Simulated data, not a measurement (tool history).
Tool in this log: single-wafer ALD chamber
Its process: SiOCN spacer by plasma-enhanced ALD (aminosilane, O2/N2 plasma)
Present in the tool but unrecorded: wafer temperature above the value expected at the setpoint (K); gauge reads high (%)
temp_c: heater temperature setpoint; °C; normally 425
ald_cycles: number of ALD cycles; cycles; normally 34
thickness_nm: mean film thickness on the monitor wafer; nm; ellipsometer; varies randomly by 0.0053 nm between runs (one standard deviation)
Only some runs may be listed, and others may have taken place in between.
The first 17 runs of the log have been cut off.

run,hour,temp_c,ald_cycles,wafers since the last listed run,hours since the last thermocouple change,hours since the gauge calibration,"read-back reference wafer on the same gauge, thickness_nm",thickness_nm
18,488.6,425,34,135,160.1,132.5,2.220,2.111
19,521.7,425,34,246,193.2,165.6,2.220,2.117
20,540.8,437,41,142,212.3,184.7,2.219,2.460
21,557.2,417,28,122,228.7,201.1,2.220,1.792
22,575.3,420,38,134,246.8,219.2,2.221,2.415
23,596.1,414,30,155,267.6,240.0,2.222,1.934
24,631.0,425,34,260,302.5,274.9,2.222,2.116
25,657.9,439,34,200,329.4,301.8,2.220,2.026
26,687.4,432,34,219,358.9,331.3,2.221,2.071
27,710.9,417,29,175,382.4,354.8,2.219,1.858
28,733.0,437,34,164,404.5,376.9,2.221,2.044
29,761.6,435,34,213,433.1,405.5,2.221,2.047
30,784.2,425,34,168,455.7,428.1,2.220,2.111
31,804.4,437,36,150,475.9,448.3,2.221,2.165
32,833.7,425,34,218,505.2,477.6,2.221,2.120

Alternative continuations, all from the tool just after run 32; predict every row:
A,834.2,415,34,3,505.7,478.1,?,?
B,834.2,418,31,3,505.7,478.1,?,?
C,834.2,433,30,3,505.7,478.1,?,?

run,"read-back reference wafer on the same gauge, thickness_nm",thickness_nm
A,2.222,2.189
B,2.222,1.977
C,2.222,1.824
With the hidden condition removed and each run's random variation left untouched, the same runs would have given:
run,thickness_nm
A,2.192
B,1.980
C,1.827
